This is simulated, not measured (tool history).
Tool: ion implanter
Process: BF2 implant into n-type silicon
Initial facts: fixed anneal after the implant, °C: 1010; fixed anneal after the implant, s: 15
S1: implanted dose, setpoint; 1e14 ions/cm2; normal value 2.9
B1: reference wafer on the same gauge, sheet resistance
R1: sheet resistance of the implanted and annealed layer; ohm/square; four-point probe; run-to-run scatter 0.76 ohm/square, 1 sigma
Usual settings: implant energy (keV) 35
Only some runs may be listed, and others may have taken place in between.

Run 1, hour 0: usual settings; B1 329. Result: R1 357.98 ohm/square.
Run 2, hour 9.2: usual settings; B1 328.83. Result: R1 357.58 ohm/square.
Run 3, hour 19.8: usual settings but implant energy (keV) 42; B1 328.94. Result: R1 351.76 ohm/square.
Run 4, hour 34: usual settings but implant energy (keV) 42; B1 328.77. Result: R1 351.51 ohm/square.
Run 5, hour 48: usual settings; B1 329.05. Result: R1 357.65 ohm/square.
Run 6, hour 62.8: usual settings; B1 329.02. Result: R1 358.5 ohm/square.
Run 7, hour 78.9: usual settings; B1 329.15. Result: R1 356.51 ohm/square.
Run 8, hour 87.4: usual settings; B1 328.79. Result: R1 357.05 ohm/square.
Run 9, hour 98.4: usual settings; B1 328.88. Result: R1 356.35 ohm/square.
Run 10, hour 109.7: usual settings; B1 328.95. Result: R1 356.71 ohm/square.
Run 11, hour 117.5: usual settings; B1 328.92. Result: R1 356.41 ohm/square.
Run 12, hour 127.5: usual settings; B1 329. Result: R1 355.35 ohm/square.
Run 13, hour 138.6: usual settings but S1 2.3 1e14 ions/cm2, implant energy (keV) 39; B1 329.23. Result: R1 427.19 ohm/square.
At hour 144.1: gauge calibrated.
Run 14, hour 151.2: usual settings; B1 328.98. Result: R1 356.24 ohm/square.
Run 15, hour 167: usual settings; B1 328.62. Result: R1 355.88 ohm/square.
Run 16, hour 180.8: usual settings but S1 3.53 1e14 ions/cm2, implant energy (keV) 40.5; B1 329.02. Result: R1 294.95 ohm/square.
Run 17, hour 186.9: usual settings but S1 3.17 1e14 ions/cm2, implant energy (keV) 42; B1 328.95. Result: R1 322.64 ohm/square.
Run 18, hour 197.5: usual settings but implant energy (keV) 26.5; B1 328.73. Result: R1 362.9 ohm/square.
At hour 235.5: extraction supply calibrated.
Run 19, hour 247.7: usual settings but S1 2.49 1e14 ions/cm2, implant energy (keV) 44.5; B1 329.1. Result: R1 392.98 ohm/square.
At hour 262.8: Faraday cup replaced and dose calibrated.
Run 20, hour 263.3: usual settings but S1 2.14 1e14 ions/cm2, implant energy (keV) 45; B1 328.69. Result: R1 460.29 ohm/square.
Run 21, hour 269.1: usual settings but S1 3.32 1e14 ions/cm2, implant energy (keV) 29; B1 329.1. Result: R1 332.95 ohm/square.
Run 22, hour 279.8: usual settings; B1 329.13. Result: R1 367.23 ohm/square.
Run 23, hour 323.2: usual settings; B1 329.15. Result: R1 366.75 ohm/square.
Run 24, hour 339.2: usual settings but S1 2.1 1e14 ions/cm2, implant energy (keV) 45; B1 329.22. Result: R1 468.36 ohm/square.
Run 25, hour 354.8: usual settings; B1 329.03. Result: R1 367.32 ohm/square.
Run 26, hour 369.8: usual settings but S1 2.07 1e14 ions/cm2, implant energy (keV) 31.5; B1 328.92. Result: R1 493.7 ohm/square.
Run 27, hour 376: usual settings but S1 2.07 1e14 ions/cm2, implant energy (keV) 31.5; B1 329.24. Result: R1 491.79 ohm/square.
Run 28, hour 396.9: usual settings but S1 2.23 1e14 ions/cm2, implant energy (keV) 45; B1 328.94. Result: R1 444.92 ohm/square.
Run 29, hour 404.3: usual settings but S1 3.61 1e14 ions/cm2, implant energy (keV) 43.5; B1 328.84. Result: R1 298.16 ohm/square.
Run 30, hour 411.4: usual settings but implant energy (keV) 30.5; B1 329.11. Result: R1 372.11 ohm/square.
Run 31, hour 423.8: usual settings but S1 3.26 1e14 ions/cm2, implant energy (keV) 44; B1 329.05. Result: R1 325.46 ohm/square.

Measured less the same run without the tool's hidden state. The same run-to-run variation is in both; the gauge's scatter may not be:
The hidden state here: deviation of the true dose from the Faraday cup's reading, %; deviation of the true energy from its setpoint, %; gauge reads high (%).
run      R1
  1   -7.99
  2    -8.1
  3   -8.08
  4   -8.27
  5   -8.62
  6   -8.85
  7   -9.03
  8   -9.16
  9   -9.29
 10   -9.46
 11   -9.57
 12   -9.68
 13   -11.3
 14  -10.04
 15  -10.27
 16   -8.93
 17   -9.72
 18  -10.82
 19  -12.24
 20   +2.72
 21   +2.09
 22   +2.31
 23   +2.28
 24   +2.72
 25   +2.26
 26    +2.9
 27   +2.88
 28   +2.54
 29   +1.84
 30   +2.21
 31   +1.96
